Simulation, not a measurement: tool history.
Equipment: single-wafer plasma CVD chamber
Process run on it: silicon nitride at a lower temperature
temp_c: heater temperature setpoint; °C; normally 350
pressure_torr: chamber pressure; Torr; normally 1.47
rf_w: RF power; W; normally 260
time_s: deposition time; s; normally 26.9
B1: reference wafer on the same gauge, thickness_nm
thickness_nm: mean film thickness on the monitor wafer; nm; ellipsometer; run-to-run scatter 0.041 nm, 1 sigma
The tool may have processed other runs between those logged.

Run 1, hour 0: usual settings; B1 25.891. Result: thickness_nm 27.602 nm.
Run 2, hour 56.3: usual settings; B1 25.911. Result: thickness_nm 27.715 nm.
Run 3, hour 107.1: usual settings; B1 25.897. Result: thickness_nm 27.742 nm.
Run 4, hour 150.8: usual settings but temp_c 339 °C; B1 25.897. Result: thickness_nm 27.811 nm.
Run 5, hour 175.9: usual settings but temp_c 339 °C; B1 25.91. Result: thickness_nm 27.709 nm.
At hour 187.6: showerhead replaced.
Run 6, hour 233.6: usual settings but rf_w 275 W; B1 25.897. Result: thickness_nm 29.108 nm.
At hour 269.3: RF generator calibrated.
Run 7, hour 272.2: usual settings; B1 25.893. Result: thickness_nm 28.189 nm.
Run 8, hour 333.4: usual settings but temp_c 356 °C, rf_w 285 W, time_s 32.2 s; B1 25.9. Result: thickness_nm 36.419 nm.
At hour 377.3: capacitance manometer re-zeroed and calibrated.
Run 9, hour 387.8: usual settings but temp_c 354 °C, rf_w 295 W; B1 25.901. Result: thickness_nm 30.603 nm.
Run 10, hour 428.9: usual settings but pressure_torr 1.32 Torr; B1 25.898. Result: thickness_nm 26.753 nm.
Run 11, hour 461.3: usual settings; B1 25.902. Result: thickness_nm 27.558 nm.
At hour 475.7: thermocouple changed; heater temperature recalibrated.
At hour 483.9: gauge calibrated.
Run 12, hour 503.2: usual settings but pressure_torr 1.32 Torr; B1 25.902. Result: thickness_nm 26.673 nm.
Run 13, hour 539.2: usual settings but temp_c 340 °C, pressure_torr 1.81 Torr; B1 25.902. Result: thickness_nm 29.251 nm.
Run 14, hour 610.7: usual settings but rf_w 240 W, time_s 23.3 s; B1 25.887. Result: thickness_nm 22.179 nm.

Alternative continuations, all from the tool just after run 14; predict every row:
Run A, hour 611.1: usual settings; B1 ?. Result: thickness_nm ?.
Run B, hour 611.1: usual settings but temp_c 338 °C, pressure_torr 1.33 Torr, time_s 21.7 s; B1 ?. Result: thickness_nm ?.
Run C, hour 611.1: usual settings but pressure_torr 1.17 Torr; B1 ?. Result: thickness_nm ?.
Run D, hour 611.1: usual settings but rf_w 210 W, time_s 25 s; B1 ?. Result: thickness_nm ?.

run      B1  thickness_nm
  A  25.896        27.556
  B  25.896        21.714
  C  25.896        25.843
  D  25.896        21.044
With the hidden condition removed and each run's random variation left untouched, the same runs would have given:
run  thickness_nm
  A        27.713
  B        21.837
  C         25.99
  D         21.17

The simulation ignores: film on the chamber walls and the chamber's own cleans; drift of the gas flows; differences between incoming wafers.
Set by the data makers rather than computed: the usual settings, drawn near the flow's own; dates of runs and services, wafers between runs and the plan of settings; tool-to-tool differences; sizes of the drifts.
